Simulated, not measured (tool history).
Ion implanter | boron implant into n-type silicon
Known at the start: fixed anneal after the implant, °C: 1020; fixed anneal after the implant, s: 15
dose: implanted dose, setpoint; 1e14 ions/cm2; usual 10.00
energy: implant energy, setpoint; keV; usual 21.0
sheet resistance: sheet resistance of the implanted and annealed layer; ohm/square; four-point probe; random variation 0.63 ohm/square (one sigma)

run,hour,dose,energy,"read-back reference wafer on the same gauge, sheet resistance",sheet resistance
1,0.0,8.72,16.0,125.10,141.58
2,107.4,8.72,16.0,124.90,142.77
3,193.4,8.72,16.0,125.27,141.08
4,247.0,10.00,21.0,124.98,122.40
5,316.5,8.16,21.0,125.10,145.61
6,409.7,11.38,21.0,124.88,109.37
7,465.6,7.78,16.5,125.26,155.42
8,562.4,7.78,16.5,125.00,154.19
9,667.6,10.00,26.5,124.87,118.43
# hour 723.3: gauge calibrated
10,744.1,10.00,17.0,124.90,123.28
11,1022.1,10.00,17.0,125.02,122.69
12,1059.4,10.00,17.0,124.94,121.77
13,1109.6,10.00,21.0,125.01,118.91
# hour 1165.0: Faraday cup replaced and dose calibrated
14,1215.1,8.37,18.5,125.09,147.09
15,1316.5,10.00,17.0,124.82,129.14
16,1384.7,10.00,21.0,124.86,126.29
17,1463.3,7.74,13.5,125.13,163.29
18,1502.6,11.93,18.5,124.99,110.51
# hour 1568.6: extraction supply calibrated
19,1581.4,10.00,17.0,124.97,127.78
20,1681.5,10.00,21.0,124.89,125.68
21,1741.8,10.90,17.0,124.97,118.47
22,1802.3,11.99,16.0,125.03,111.78
23,1878.5,11.92,18.0,124.84,110.81
24,1920.8,12.67,17.0,125.04,106.09
25,1989.0,11.51,21.0,125.07,110.80
26,2053.3,8.67,25.5,124.95,138.60
27,2253.9,10.00,21.0,125.02,124.04

4 ways to go on from here, each from the tool as it stands after run 27. What would each give?
A,2254.3,10.00,21.0,?,?
B,2254.3,12.01,25.5,?,?
C,2254.3,9.03,24.5,?,?
D,2254.3,11.01,26.5,?,?

run,"read-back reference wafer on the same gauge, sheet resistance",sheet resistance
A,125.03,123.18
B,125.03,104.32
C,125.03,132.57
D,125.03,111.68
Without the tool's hidden state the same runs would have given:
run,sheet resistance
A,124.11
B,105.09
C,133.59
D,112.51
